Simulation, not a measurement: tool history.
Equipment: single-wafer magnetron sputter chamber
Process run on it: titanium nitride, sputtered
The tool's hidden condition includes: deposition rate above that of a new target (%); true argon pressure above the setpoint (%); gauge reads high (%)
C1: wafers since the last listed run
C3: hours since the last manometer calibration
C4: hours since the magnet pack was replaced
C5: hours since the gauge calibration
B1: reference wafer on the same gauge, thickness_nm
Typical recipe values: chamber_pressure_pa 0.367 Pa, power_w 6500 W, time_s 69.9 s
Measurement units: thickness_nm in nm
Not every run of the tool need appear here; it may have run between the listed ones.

run 1 hour=0.0 | chamber_pressure_pa=0.367 power_w=6500 time_s=69.9 | C1=0 wafers_on_the_sputter_target=2209 C3=1180.3 C4=8577.5 C5=401.2 | B1=80.824 | thickness_nm=96.479
-- hour=171.9 sputter target and shields replaced
run 2 hour=174.8 | chamber_pressure_pa=0.367 power_w=6500 time_s=74.5 | C1=2678 wafers_on_the_sputter_target=46 C3=1355.1 C4=8752.3 C5=576.0 | B1=80.785 | thickness_nm=101.853
run 3 hour=255.0 | chamber_pressure_pa=0.367 power_w=6500 time_s=80.2 | C1=1287 wafers_on_the_sputter_target=1334 C3=1435.3 C4=8832.5 C5=656.2 | B1=80.825 | thickness_nm=110.142
run 4 hour=309.0 | chamber_pressure_pa=0.367 power_w=6500 time_s=80.2 | C1=867 wafers_on_the_sputter_target=2201 C3=1489.3 C4=8886.5 C5=710.2 | B1=80.820 | thickness_nm=109.959
run 5 hour=366.7 | chamber_pressure_pa=0.367 power_w=6500 time_s=80.2 | C1=926 wafers_on_the_sputter_target=3128 C3=1547.0 C4=8944.2 C5=767.9 | B1=80.815 | thickness_nm=110.061
run 6 hour=422.7 | chamber_pressure_pa=0.273 power_w=6500 time_s=69.9 | C1=899 wafers_on_the_sputter_target=4027 C3=1603.0 C4=9000.2 C5=823.9 | B1=80.803 | thickness_nm=100.513
-- hour=475.6 gauge calibrated
run 7 hour=505.3 | chamber_pressure_pa=0.273 power_w=6500 time_s=69.9 | C1=1326 wafers_on_the_sputter_target=5353 C3=1685.6 C4=9082.8 C5=29.7 | B1=80.765 | thickness_nm=100.722
-- hour=519.3 sputter target and shields replaced
run 8 hour=550.2 | chamber_pressure_pa=0.367 power_w=6500 time_s=69.9 | C1=592 wafers_on_the_sputter_target=496 C3=1730.5 C4=9127.7 C5=74.6 | B1=80.787 | thickness_nm=95.728
run 9 hour=624.6 | chamber_pressure_pa=0.277 power_w=7300 time_s=62.0 | C1=1194 wafers_on_the_sputter_target=1690 C3=1804.9 C4=9202.1 C5=149.0 | B1=80.773 | thickness_nm=97.343
run 10 hour=670.7 | chamber_pressure_pa=0.367 power_w=5000 time_s=58.2 | C1=740 wafers_on_the_sputter_target=2430 C3=1851.0 C4=9248.2 C5=195.1 | B1=80.790 | thickness_nm=65.535
-- hour=755.8 magnet pack replaced
run 11 hour=776.2 | chamber_pressure_pa=0.367 power_w=6500 time_s=80.0 | C1=1565 wafers_on_the_sputter_target=3996 C3=1956.5 C4=20.4 C5=300.6 | B1=80.790 | thickness_nm=109.757
-- hour=807.2 capacitance manometer re-zeroed and calibrated
-- hour=832.1 sputter target and shields replaced
run 12 hour=859.4 | chamber_pressure_pa=0.367 power_w=5000 time_s=69.9 | C1=1079 wafers_on_the_sputter_target=439 C3=52.2 C4=103.6 C5=383.8 | B1=80.786 | thickness_nm=80.440
run 13 hour=908.9 | chamber_pressure_pa=0.273 power_w=6500 time_s=69.9 | C1=794 wafers_on_the_sputter_target=1233 C3=101.7 C4=153.1 C5=433.3 | B1=80.804 | thickness_nm=102.251
run 14 hour=981.5 | chamber_pressure_pa=0.405 power_w=5750 time_s=82.6 | C1=1165 wafers_on_the_sputter_target=2399 C3=174.3 C4=225.7 C5=505.9 | B1=80.829 | thickness_nm=102.911
run 15 hour=1067.4 | chamber_pressure_pa=0.284 power_w=8050 time_s=83.7 | C1=1379 wafers_on_the_sputter_target=3779 C3=260.2 C4=311.6 C5=591.8 | B1=80.783 | thickness_nm=143.919

Alternative continuations, all from the tool just after run 15; predict every row:
run A hour=1067.8 | chamber_pressure_pa=0.367 power_w=6500 time_s=69.9 | C1=6 wafers_on_the_sputter_target=3785 C3=260.6 C4=312.0 C5=592.2 | B1=? | thickness_nm=?
run B hour=1067.8 | chamber_pressure_pa=0.367 power_w=5300 time_s=63.7 | C1=6 wafers_on_the_sputter_target=3785 C3=260.6 C4=312.0 C5=592.2 | B1=? | thickness_nm=?
run C hour=1067.8 | chamber_pressure_pa=0.275 power_w=7400 time_s=69.9 | C1=6 wafers_on_the_sputter_target=3785 C3=260.6 C4=312.0 C5=592.2 | B1=? | thickness_nm=?

run=A B1=80.794 thickness_nm=96.851
run=B B1=80.794 thickness_nm=75.602
run=C B1=80.794 thickness_nm=112.088
Stripped of hidden state, with their random variation kept, the same runs would have yielded:
run=A thickness_nm=97.697
run=B thickness_nm=76.263
run=C thickness_nm=112.781

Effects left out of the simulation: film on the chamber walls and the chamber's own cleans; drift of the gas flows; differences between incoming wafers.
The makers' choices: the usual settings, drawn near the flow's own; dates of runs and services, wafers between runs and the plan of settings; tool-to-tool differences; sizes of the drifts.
